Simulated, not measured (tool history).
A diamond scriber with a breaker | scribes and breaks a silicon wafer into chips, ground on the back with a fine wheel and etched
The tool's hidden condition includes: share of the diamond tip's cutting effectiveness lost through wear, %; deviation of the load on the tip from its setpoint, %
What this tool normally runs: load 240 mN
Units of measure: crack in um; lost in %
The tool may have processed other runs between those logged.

| run | hour | load | wafers since the last listed run | hours since the diamond tip was replaced | hours since the load on the tip was calibrated | incoming depth of the damage left on the back of the incoming wafer, um | crack | lost |
|---|---|---|---|---|---|---|---|---|
| 1 | 0 | 240 | 0 | 384.6 | 1026.3 | 0.56 | 8.15 | 2.02 |
|  | 65.3 | diamond tip replaced by a new one |
|  | 77.4 | load on the tip recalibrated |
| 2 | 87.2 | 206 | 147 | 21.9 | 9.8 | 0.35 | 7.67 | 3.79 |
| 3 | 157.6 | 206 | 124 | 92.3 | 80.2 | 0.34 | 7.7 | 3.58 |
| 4 | 229.2 | 206 | 126 | 163.9 | 151.8 | 0.73 | 7.61 | 3.8 |
| 5 | 268 | 289 | 68 | 202.7 | 190.6 | 0.52 | 9.13 | 4.74 |
|  | 427.9 | diamond tip replaced by a new one |
| 6 | 441.4 | 289 | 303 | 13.5 | 364 | 0.31 | 8.95 | 5.36 |
| 7 | 540.8 | 289 | 175 | 112.9 | 463.4 | 0.64 | 8.98 | 5.07 |
| 8 | 634.9 | 240 | 166 | 207 | 557.5 | 0.38 | 7.96 | 2.08 |
| 9 | 711.8 | 240 | 135 | 283.9 | 634.4 | 0.33 | 8.18 | 2.06 |
| 10 | 786.7 | 240 | 132 | 358.8 | 709.3 | 0.64 | 8.06 | 2.1 |
| 11 | 846.5 | 240 | 105 | 418.6 | 769.1 | 0.72 | 8.17 | 2.07 |
|  | 870.2 | diamond tip replaced by a new one |
| 12 | 933.2 | 240 | 149 | 63 | 855.8 | 0.39 | 7.85 | 2 |
| 13 | 980.6 | 168 | 83 | 110.4 | 903.2 | 0.49 | 6.89 | 10.81 |
| 14 | 1075.1 | 240 | 167 | 204.9 | 997.7 | 0.73 | 8.13 | 2.16 |
| 15 | 1129.9 | 240 | 96 | 259.7 | 1052.5 | 0.43 | 8.07 | 2.01 |
| 16 | 1226.2 | 261 | 170 | 356 | 1148.8 | 0.73 | 8.44 | 2.79 |
| 17 | 1302.1 | 240 | 134 | 431.9 | 1224.7 | 0.73 | 8.3 | 2.06 |
|  | 1309.9 | diamond tip replaced by a new one |
| 18 | 1363.6 | 172 | 105 | 53.7 | 1286.2 | 0.3 | 7 | 9.46 |
| 19 | 1463.9 | 202 | 177 | 154 | 1386.5 | 0.65 | 7.56 | 4.54 |
|  | 1468.3 | load on the tip recalibrated |
| 20 | 1525.1 | 179 | 104 | 215.2 | 56.8 | 0.75 | 7.26 | 8.07 |
| 21 | 1628.7 | 220 | 183 | 318.8 | 160.4 | 0.54 | 7.88 | 2.57 |
|  | 1766.9 | diamond tip replaced by a new one |
| 22 | 1791.2 | 304 | 283 | 24.3 | 322.9 | 0.37 | 9.12 | 6.71 |
| 23 | 1948.1 | 169 | 277 | 181.2 | 479.8 | 0.34 | 6.84 | 10.51 |
| 24 | 2006.7 | 191 | 103 | 239.8 | 538.4 | 0.42 | 7.46 | 5.85 |

Consider 4 possible next runs. They are alternatives, not a sequence: every one starts from the tool as it was left by run 24. What does each give?
| A | 2007.4 | 240 | 1 | 240.5 | 539.1 | 0.38 | ? | ? |
| B | 2007.4 | 293 | 1 | 240.5 | 539.1 | 0.38 | ? | ? |
| C | 2007.4 | 221 | 1 | 240.5 | 539.1 | 0.38 | ? | ? |
| D | 2007.4 | 278 | 1 | 240.5 | 539.1 | 0.38 | ? | ? |

| run | crack | lost |
|---|---|---|
| A | 8.09 | 2.01 |
| B | 8.87 | 5.34 |
| C | 7.8 | 2.54 |
| D | 8.66 | 3.8 |
The same runs, with their run-to-run variation unchanged, on a tool lacking any hidden condition would have given:
| run | crack | lost |
|---|---|---|
| A | 8.09 | 2.01 |
| B | 8.87 | 5.34 |
| C | 7.8 | 2.54 |
| D | 8.66 | 3.8 |

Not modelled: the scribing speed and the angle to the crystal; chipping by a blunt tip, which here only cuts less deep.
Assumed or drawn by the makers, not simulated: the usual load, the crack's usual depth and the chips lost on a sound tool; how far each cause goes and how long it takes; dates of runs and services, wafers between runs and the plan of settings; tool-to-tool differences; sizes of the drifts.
